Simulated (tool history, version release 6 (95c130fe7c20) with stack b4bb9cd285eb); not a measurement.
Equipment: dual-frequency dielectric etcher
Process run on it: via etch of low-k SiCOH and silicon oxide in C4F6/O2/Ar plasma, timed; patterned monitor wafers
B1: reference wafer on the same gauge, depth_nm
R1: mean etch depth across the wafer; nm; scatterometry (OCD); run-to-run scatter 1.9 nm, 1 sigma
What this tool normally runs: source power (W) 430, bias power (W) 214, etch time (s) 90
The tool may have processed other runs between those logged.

Run 1, day 0: usual settings but source power (W) 490, etch time (s) 73.5; B1 275.7. Result: R1 246.7 nm.
Run 2, day 0.629: usual settings but source power (W) 490, etch time (s) 73.5; B1 275.7. Result: R1 247.9 nm.
Run 3, day 1.042: usual settings; B1 275.6. Result: R1 288.8 nm.
Run 4, day 1.667: usual settings; B1 275.6. Result: R1 289.2 nm.
Run 5, day 2.379: usual settings; B1 276.2. Result: R1 286.1 nm.
Run 6, day 2.675: usual settings; B1 276.1. Result: R1 288.3 nm.
Run 7, day 3.208: usual settings but bias power (W) 200; B1 275.9. Result: R1 281.2 nm.
Run 8, day 3.954: usual settings but bias power (W) 200; B1 275.7. Result: R1 283.3 nm.
Run 9, day 4.217: usual settings but bias power (W) 200; B1 275.9. Result: R1 280.7 nm.
At day 5.233: wet clean of the chamber.
Run 10, day 5.254: usual settings but source power (W) 360; B1 275.9. Result: R1 267.8 nm.
Run 11, day 5.267: usual settings but source power (W) 360; B1 276.2. Result: R1 266.4 nm.
Run 12, day 5.442: usual settings but source power (W) 480, bias power (W) 254; B1 276. Result: R1 322.8 nm.
Run 13, day 6.046: usual settings but source power (W) 510, bias power (W) 188, etch time (s) 102; B1 275.6. Result: R1 333.7 nm.
Run 14, day 6.746: usual settings but source power (W) 540, bias power (W) 268, etch time (s) 113; B1 276.4. Result: R1 436.2 nm.
At day 7.075: source power generator calibrated.
Run 15, day 7.35: usual settings but source power (W) 530, bias power (W) 267; B1 275.5. Result: R1 342.8 nm.
At day 7.608: bias power generator calibrated.
Run 16, day 7.667: usual settings but source power (W) 490, bias power (W) 161, etch time (s) 75; B1 276.2. Result: R1 228 nm.
At day 8.458: gauge calibrated.
At day 8.683: upper electrode replaced.
Run 17, day 8.704: usual settings but etch time (s) 71; B1 275.8. Result: R1 227.5 nm.
Run 18, day 8.717: usual settings; B1 275.9. Result: R1 290 nm.
Run 19, day 9.129: usual settings but bias power (W) 261, etch time (s) 63; B1 275.8. Result: R1 220.8 nm.
Run 20, day 9.758: usual settings; B1 276.2. Result: R1 287.9 nm.
Run 21, day 10.046: usual settings but source power (W) 520, bias power (W) 163; B1 275.7. Result: R1 280.3 nm.
Run 22, day 10.438: usual settings but source power (W) 360, bias power (W) 178; B1 275.7. Result: R1 247.6 nm.
Run 23, day 11.017: usual settings; B1 275.7. Result: R1 287.8 nm.
Run 24, day 11.338: usual settings but source power (W) 480; B1 276.2. Result: R1 303 nm.
Run 25, day 11.592: usual settings but source power (W) 530, etch time (s) 100.5; B1 276.4. Result: R1 353.2 nm.
Run 26, day 12.242: usual settings but source power (W) 350, bias power (W) 175, etch time (s) 109; B1 276.2. Result: R1 293.6 nm.
Run 27, day 12.612: usual settings but source power (W) 500; B1 276.1. Result: R1 307.8 nm.
Run 28, day 12.904: usual settings but source power (W) 490, etch time (s) 73.5; B1 275.9. Result: R1 247 nm.
Run 29, day 13.388: usual settings but etch time (s) 99; B1 275.9. Result: R1 318.8 nm.

Alternative continuations, all from the tool just after run 29; predict every row:
Run A, day 13.404: usual settings but bias power (W) 163; B1 ?. Result: R1 ?.
Run B, day 13.404: usual settings but source power (W) 460; B1 ?. Result: R1 ?.
Run C, day 13.404: usual settings but source power (W) 510, bias power (W) 170, etch time (s) 74.5; B1 ?. Result: R1 ?.
Run D, day 13.404: usual settings but source power (W) 320; B1 ?. Result: R1 ?.
Run E, day 13.404: usual settings but source power (W) 390, bias power (W) 240, etch time (s) 97; B1 ?. Result: R1 ?.

run     B1     R1
  A  275.7  260.4
  B  275.7  297.5
  C  275.7  235.4
  D  275.7  255.7
  E  275.7  313.3
The same runs, with their run-to-run variation unchanged, on a tool lacking any hidden condition would have given:
run     R1
  A  260.4
  B  297.5
  C  235.4
  D  255.7
  E  313.3
